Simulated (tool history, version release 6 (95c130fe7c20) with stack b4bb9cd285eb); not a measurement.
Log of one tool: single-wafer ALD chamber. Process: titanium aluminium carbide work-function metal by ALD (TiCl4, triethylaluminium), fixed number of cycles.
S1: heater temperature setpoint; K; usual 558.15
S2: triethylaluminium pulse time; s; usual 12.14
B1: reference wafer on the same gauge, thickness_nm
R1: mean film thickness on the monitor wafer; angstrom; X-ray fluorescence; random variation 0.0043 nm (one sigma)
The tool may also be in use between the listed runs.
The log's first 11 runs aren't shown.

run,hour,S1,S2,B1,R1
12,108.9,558.15,15.02,1.739,17.50
13,115.7,558.15,12.14,1.740,17.36
14,128.8,558.15,12.14,1.739,17.37
15,142.2,558.15,12.14,1.739,17.37
# hour 165.2: showerhead replaced
16,165.7,553.15,12.14,1.741,16.89
17,166.0,558.15,12.14,1.740,17.46
# hour 176.7: triethylaluminium bottle replaced
18,177.2,571.15,10.81,1.740,18.46
19,185.7,554.15,16.28,1.738,17.27
20,229.2,548.15,13.78,1.740,16.53
21,239.6,548.15,9.25,1.740,16.25
22,248.7,563.15,8.06,1.739,17.46
23,257.2,566.15,16.61,1.738,18.39
# hour 262.4: gauge calibrated
24,271.0,558.15,14.65,1.740,17.53
25,278.7,558.15,12.14,1.741,17.30
26,296.3,548.15,9.86,1.740,16.22
27,314.2,558.15,12.14,1.740,17.39
28,320.9,547.15,12.14,1.739,16.41
29,334.8,565.15,8.49,1.740,17.65
30,352.3,572.15,14.16,1.740,18.77
31,358.4,558.15,12.14,1.741,17.41
32,370.0,571.15,8.46,1.741,18.27
33,379.2,572.15,14.42,1.740,18.82

Forecast each of these 4 alternatives for the next run:
A,379.6,558.15,12.14,?,?
B,379.6,558.15,14.23,?,?
C,379.6,551.15,12.14,?,?
D,379.6,558.15,14.26,?,?

run,B1,R1
A,1.740,17.39
B,1.740,17.50
C,1.740,16.76
D,1.740,17.50
Without the tool's hidden state the same runs would have given:
run,R1
A,17.39
B,17.50
C,16.76
D,17.50

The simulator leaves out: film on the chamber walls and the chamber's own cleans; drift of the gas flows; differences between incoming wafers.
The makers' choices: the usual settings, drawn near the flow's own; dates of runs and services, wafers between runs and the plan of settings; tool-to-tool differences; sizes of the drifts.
